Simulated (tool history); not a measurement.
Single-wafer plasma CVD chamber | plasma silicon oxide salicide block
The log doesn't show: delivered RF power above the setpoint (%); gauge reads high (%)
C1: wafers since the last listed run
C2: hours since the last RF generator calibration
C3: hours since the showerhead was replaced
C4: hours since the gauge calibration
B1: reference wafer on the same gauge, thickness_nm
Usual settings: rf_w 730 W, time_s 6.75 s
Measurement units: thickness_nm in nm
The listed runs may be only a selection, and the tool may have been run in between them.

Run 1, day 0.000: usual settings but time_s 5.82 s; C1 0; C2 687.1; C3 3824.3; C4 829.0; B1 82.852. Result: thickness_nm 66.962 nm.
Run 2, day 1.325: usual settings but time_s 5.82 s; C1 1818; C2 718.9; C3 3856.1; C4 860.8; B1 82.888. Result: thickness_nm 67.286 nm.
At day 2.950: gauge calibrated.
Run 3, day 4.033: usual settings but time_s 5.82 s; C1 3716; C2 783.9; C3 3921.1; C4 26.0; B1 82.915. Result: thickness_nm 67.174 nm.
Run 4, day 5.871: usual settings but rf_w 700 W; C1 2521; C2 828.0; C3 3965.2; C4 70.1; B1 82.920. Result: thickness_nm 77.387 nm.
Run 5, day 7.625: usual settings but time_s 6.42 s; C1 2407; C2 870.1; C3 4007.3; C4 112.2; B1 82.906. Result: thickness_nm 74.256 nm.
Run 6, day 8.792: usual settings but time_s 6.42 s; C1 1601; C2 898.1; C3 4035.3; C4 140.2; B1 82.926. Result: thickness_nm 74.270 nm.
Run 7, day 11.062: usual settings but time_s 7.70 s; C1 3116; C2 952.6; C3 4089.8; C4 194.7; B1 82.944. Result: thickness_nm 88.970 nm.
Run 8, day 13.004: usual settings; C1 2664; C2 999.2; C3 4136.4; C4 241.3; B1 82.851. Result: thickness_nm 77.813 nm.
Run 9, day 15.838: usual settings; C1 3888; C2 1067.2; C3 4204.4; C4 309.3; B1 82.974. Result: thickness_nm 77.690 nm.
Run 10, day 16.888: usual settings; C1 1441; C2 1092.4; C3 4229.6; C4 334.5; B1 82.869. Result: thickness_nm 77.506 nm.
Run 11, day 18.738: usual settings; C1 2538; C2 1136.8; C3 4274.0; C4 378.9; B1 82.908. Result: thickness_nm 77.682 nm.
Run 12, day 21.025: usual settings but time_s 6.45 s; C1 3139; C2 1191.7; C3 4328.9; C4 433.8; B1 82.917. Result: thickness_nm 74.093 nm.
Run 13, day 28.288: usual settings; C1 9966; C2 1366.0; C3 4503.2; C4 608.1; B1 82.880. Result: thickness_nm 77.501 nm.
Run 14, day 30.525: usual settings; C1 3070; C2 1419.7; C3 4556.9; C4 661.8; B1 82.820. Result: thickness_nm 77.740 nm.
Run 15, day 31.612: usual settings; C1 1492; C2 1445.8; C3 4583.0; C4 687.9; B1 82.804. Result: thickness_nm 77.987 nm.
Run 16, day 33.012: usual settings; C1 1921; C2 1479.4; C3 4616.6; C4 721.5; B1 82.870. Result: thickness_nm 77.730 nm.
At day 33.350: showerhead replaced.
Run 17, day 35.829: usual settings but rf_w 770 W, time_s 7.85 s; C1 3408; C2 1547.0; C3 59.5; C4 789.1; B1 82.848. Result: thickness_nm 91.025 nm.
Run 18, day 37.896: usual settings but rf_w 865 W, time_s 7.61 s; C1 2836; C2 1596.6; C3 109.1; C4 838.7; B1 82.890. Result: thickness_nm 89.915 nm.
Run 19, day 40.208: usual settings but rf_w 600 W, time_s 8.05 s; C1 3173; C2 1652.1; C3 164.6; C4 894.2; B1 82.879. Result: thickness_nm 89.966 nm.
At day 41.079: gauge calibrated.
Run 20, day 41.496: usual settings; C1 1766; C2 1683.0; C3 195.5; C4 10.0; B1 82.950. Result: thickness_nm 77.500 nm.
Run 21, day 43.392: usual settings but time_s 6.42 s; C1 2601; C2 1728.5; C3 241.0; C4 55.5; B1 82.877. Result: thickness_nm 74.024 nm.
Run 22, day 45.308: usual settings but rf_w 615 W; C1 2630; C2 1774.5; C3 287.0; C4 101.5; B1 82.971. Result: thickness_nm 75.432 nm.
Run 23, day 46.938: usual settings; C1 2235; C2 1813.6; C3 326.1; C4 140.6; B1 82.889. Result: thickness_nm 77.337 nm.
At day 47.779: RF generator calibrated.
Run 24, day 49.008: usual settings; C1 2384; C2 29.5; C3 375.8; C4 190.3; B1 82.857. Result: thickness_nm 78.337 nm.
Run 25, day 51.700: usual settings but rf_w 675 W, time_s 5.81 s; C1 3694; C2 94.1; C3 440.4; C4 254.9; B1 82.903. Result: thickness_nm 66.416 nm.
Run 26, day 53.508: usual settings; C1 2481; C2 137.5; C3 483.8; C4 298.3; B1 82.852. Result: thickness_nm 78.100 nm.
Run 27, day 56.321: usual settings but rf_w 855 W, time_s 5.88 s; C1 3859; C2 205.0; C3 551.3; C4 365.8; B1 82.918. Result: thickness_nm 69.831 nm.
Run 28, day 57.675: usual settings but rf_w 835 W, time_s 6.30 s; C1 1858; C2 237.5; C3 583.8; C4 398.3; B1 82.996. Result: thickness_nm 74.549 nm.
Run 29, day 58.812: usual settings but rf_w 810 W; C1 1561; C2 264.8; C3 611.1; C4 425.6; B1 82.897. Result: thickness_nm 79.213 nm.
Run 30, day 61.058: usual settings but rf_w 830 W, time_s 7.82 s; C1 3082; C2 318.7; C3 665.0; C4 479.5; B1 82.969. Result: thickness_nm 92.095 nm.

What differs in the tool's unlogged condition from the final listed run ahead of each entry between runs to the first listed run following it?
Logged between run 2 and run 3: gauge calibrated (day 2.950)
  delivered RF power above the setpoint (%): -5.72 -> -5.99
  measured value less the no-hidden-state value, thickness_nm: -0.608 -> -0.636 nm
Logged between run 16 and run 17: showerhead replaced (day 33.350)
  delivered RF power above the setpoint (%): -7.71 -> -7.81
  measured value less the no-hidden-state value, thickness_nm: -0.954 -> -1.131 nm
Logged between run 19 and run 20: gauge calibrated (day 41.079)
  delivered RF power above the setpoint (%): -7.93 -> -7.97
  measured value less the no-hidden-state value, thickness_nm: -1.137 -> -0.983 nm
Logged between run 23 and run 24: RF generator calibrated (day 47.779)
  delivered RF power above the setpoint (%): -8.1 -> -2.23
  measured value less the no-hidden-state value, thickness_nm: -0.998 -> -0.272 nm
